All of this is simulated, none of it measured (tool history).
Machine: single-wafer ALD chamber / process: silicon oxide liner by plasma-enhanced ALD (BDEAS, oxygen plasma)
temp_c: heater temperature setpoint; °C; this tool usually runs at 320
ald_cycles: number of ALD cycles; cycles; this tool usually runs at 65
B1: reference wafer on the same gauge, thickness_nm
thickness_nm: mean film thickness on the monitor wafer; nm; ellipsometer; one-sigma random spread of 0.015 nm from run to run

{"run": 1, "hour": 0.0, "temp_c": 320, "ald_cycles": 65, "B1": 6.424, "thickness_nm": 5.832}
{"run": 2, "hour": 16.6, "temp_c": 312, "ald_cycles": 65, "B1": 6.411, "thickness_nm": 5.959}
{"run": 3, "hour": 34.4, "temp_c": 320, "ald_cycles": 59, "B1": 6.407, "thickness_nm": 5.317}
{"run": 4, "hour": 49.9, "temp_c": 329, "ald_cycles": 65, "B1": 6.41, "thickness_nm": 5.768}
{"run": 5, "hour": 63.3, "temp_c": 329, "ald_cycles": 65, "B1": 6.404, "thickness_nm": 5.781}
{"run": 6, "hour": 81.1, "temp_c": 329, "ald_cycles": 65, "B1": 6.399, "thickness_nm": 5.793}
{"run": 7, "hour": 98.4, "temp_c": 331, "ald_cycles": 65, "B1": 6.395, "thickness_nm": 5.72}
{"run": 8, "hour": 115.9, "temp_c": 331, "ald_cycles": 65, "B1": 6.386, "thickness_nm": 5.749}
{"run": 9, "hour": 155.1, "temp_c": 320, "ald_cycles": 65, "B1": 6.382, "thickness_nm": 5.851}
{"hour": 164.6, "done": "thermocouple changed; heater temperature recalibrated"}
{"run": 10, "hour": 165.1, "temp_c": 320, "ald_cycles": 65, "B1": 6.375, "thickness_nm": 5.86}
{"run": 11, "hour": 168.4, "temp_c": 320, "ald_cycles": 69, "B1": 6.38, "thickness_nm": 6.196}
{"run": 12, "hour": 176.0, "temp_c": 320, "ald_cycles": 71, "B1": 6.374, "thickness_nm": 6.36}
{"run": 13, "hour": 193.1, "temp_c": 320, "ald_cycles": 60, "B1": 6.371, "thickness_nm": 5.35}
{"run": 14, "hour": 205.4, "temp_c": 320, "ald_cycles": 65, "B1": 6.367, "thickness_nm": 5.822}
{"run": 15, "hour": 213.1, "temp_c": 320, "ald_cycles": 65, "B1": 6.362, "thickness_nm": 5.813}
{"run": 16, "hour": 229.0, "temp_c": 320, "ald_cycles": 65, "B1": 6.361, "thickness_nm": 5.798}
{"run": 17, "hour": 239.2, "temp_c": 334, "ald_cycles": 61, "B1": 6.356, "thickness_nm": 5.326}
{"run": 18, "hour": 253.2, "temp_c": 307, "ald_cycles": 65, "B1": 6.349, "thickness_nm": 5.943}
{"run": 19, "hour": 259.8, "temp_c": 320, "ald_cycles": 65, "B1": 6.354, "thickness_nm": 5.797}
{"run": 20, "hour": 271.8, "temp_c": 320, "ald_cycles": 57, "B1": 6.35, "thickness_nm": 5.08}
{"run": 21, "hour": 281.1, "temp_c": 333, "ald_cycles": 71, "B1": 6.351, "thickness_nm": 6.217}
{"hour": 293.4, "done": "gauge calibrated"}
{"run": 22, "hour": 294.3, "temp_c": 334, "ald_cycles": 78, "B1": 6.467, "thickness_nm": 6.929}
{"run": 23, "hour": 309.5, "temp_c": 307, "ald_cycles": 61, "B1": 6.467, "thickness_nm": 5.672}
{"run": 24, "hour": 318.7, "temp_c": 320, "ald_cycles": 65, "B1": 6.466, "thickness_nm": 5.9}
{"run": 25, "hour": 333.8, "temp_c": 307, "ald_cycles": 78, "B1": 6.453, "thickness_nm": 7.237}
{"run": 26, "hour": 345.4, "temp_c": 315, "ald_cycles": 73, "B1": 6.453, "thickness_nm": 6.645}
{"run": 27, "hour": 362.0, "temp_c": 327, "ald_cycles": 58, "B1": 6.45, "thickness_nm": 5.192}
{"run": 28, "hour": 375.4, "temp_c": 320, "ald_cycles": 73, "B1": 6.449, "thickness_nm": 6.613}
{"run": 29, "hour": 392.8, "temp_c": 320, "ald_cycles": 56, "B1": 6.443, "thickness_nm": 5.089}
{"run": 30, "hour": 404.1, "temp_c": 333, "ald_cycles": 69, "B1": 6.44, "thickness_nm": 6.096}
{"run": 31, "hour": 414.5, "temp_c": 326, "ald_cycles": 74, "B1": 6.437, "thickness_nm": 6.617}
{"run": 32, "hour": 432.0, "temp_c": 320, "ald_cycles": 65, "B1": 6.435, "thickness_nm": 5.9}

Selected run-to-run steps in thickness_nm, each split into two signed amounts: the part the tool would show with no hidden state at all (from settings, incoming material and random variation), and the remainder, which goes to the hidden state together with any gauge scatter not common to the measured and the hidden-state-free results:
Unlogged tool condition in this case: wafer temperature above the value expected at the setpoint (K); gauge reads high (%).
Run 17 -> 18: temp_c 334 -> 307, ald_cycles 61 -> 65. thickness_nm +0.617 nm: hidden state -0.013, all else +0.63.
Run 20 -> 21: temp_c 320 -> 333, ald_cycles 57 -> 71. thickness_nm +1.137 nm: hidden state -0.022, all else +1.159.
Run 21 -> 22: temp_c 333 -> 334, ald_cycles 71 -> 78, gauge calibrated. thickness_nm +0.712 nm: hidden state +0.117, all else +0.595.
Run 26 -> 27: temp_c 315 -> 327, ald_cycles 73 -> 58. thickness_nm -1.453 nm: hidden state -0.002, all else -1.451.
Run 27 -> 28: temp_c 327 -> 320, ald_cycles 58 -> 73. thickness_nm +1.421 nm: hidden state -0.006, all else +1.427.
Run 28 -> 29: ald_cycles 73 -> 56. thickness_nm -1.524 nm: hidden state +0, all else -1.524.
